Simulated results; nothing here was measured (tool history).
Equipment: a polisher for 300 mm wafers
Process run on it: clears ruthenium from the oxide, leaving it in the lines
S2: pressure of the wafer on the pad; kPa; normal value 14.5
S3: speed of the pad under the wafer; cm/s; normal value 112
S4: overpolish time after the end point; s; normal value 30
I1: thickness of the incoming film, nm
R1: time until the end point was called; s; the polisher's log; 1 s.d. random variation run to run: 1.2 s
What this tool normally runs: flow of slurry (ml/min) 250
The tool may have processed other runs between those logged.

Run 1, hour 0: usual settings; I1 129.2. Result: R1 124.7 s.
Run 2, hour 32: usual settings but S2 12.4 kPa, S4 21 s; I1 129.4. Result: R1 144.9 s.
At hour 49.7: worn pad replaced by a new one.
Run 3, hour 60.6: usual settings; I1 129. Result: R1 117.3 s.
Run 4, hour 86.6: usual settings; I1 128.8. Result: R1 121.7 s.
Run 5, hour 117.9: usual settings but flow of slurry (ml/min) 320, S3 98 cm/s; I1 130.1. Result: R1 131.9 s.
Run 6, hour 132: usual settings but flow of slurry (ml/min) 320, S3 98 cm/s; I1 130.3. Result: R1 133.6 s.
Run 7, hour 150.7: usual settings but flow of slurry (ml/min) 320, S3 98 cm/s; I1 128.2. Result: R1 136.1 s.
At hour 158.7: head pressure recalibrated.
At hour 170.2: slurry nozzle cleaned.
At hour 175: worn pad replaced by a new one.
Run 8, hour 182.7: usual settings but S2 11 kPa; I1 130.1. Result: R1 150.6 s.
Run 9, hour 205.8: usual settings but S2 11 kPa; I1 132. Result: R1 150.6 s.
Run 10, hour 232.2: usual settings but S4 47 s; I1 132.5. Result: R1 122.3 s.
Run 11, hour 273: usual settings but flow of slurry (ml/min) 210, S2 16.5 kPa, S4 13 s; I1 132.1. Result: R1 111 s.
Run 12, hour 295.6: usual settings but S2 16.5 kPa, S4 21 s; I1 130.8. Result: R1 110.9 s.
Run 13, hour 311.8: usual settings but flow of slurry (ml/min) 175; I1 129. Result: R1 132.4 s.
At hour 330.2: worn pad replaced by a new one.
Run 14, hour 337.6: usual settings; I1 130.1. Result: R1 113.7 s.
Run 15, hour 359.3: usual settings but flow of slurry (ml/min) 295, S2 18.6 kPa, S4 25 s; I1 132.5. Result: R1 92.5 s.
Run 16, hour 388.4: usual settings but S2 11 kPa, S3 146 cm/s; I1 132. Result: R1 133.4 s.
Run 17, hour 403.9: usual settings but S3 78 cm/s; I1 132.3. Result: R1 153.7 s.
Run 18, hour 430.4: usual settings; I1 129.5. Result: R1 124.6 s.

Some steps in R1 between neighbouring runs. How much of each would the tool show without its hidden state too (settings, what came in, random variation), and how much is left for the hidden state, with any gauge scatter that isn't in both results?
Unlogged tool condition in this case: removal rate lost through wear of the pad, %; slurry flow missing at the pad, %; deviation of the head's pressure from its setpoint, %.
Run 7 -> 8: flow of slurry (ml/min) 320 -> 250, S2 14.5 -> 11, S3 98 -> 112, head pressure recalibrated, slurry nozzle cleaned, worn pad replaced by a new one. R1 +14.5 s: hidden state -13.4, all else +27.9.
Run 15 -> 16: flow of slurry (ml/min) 295 -> 250, S2 18.6 -> 11, S3 112 -> 146, S4 25 -> 30. R1 +40.9 s: hidden state +4.2, all else +36.7.
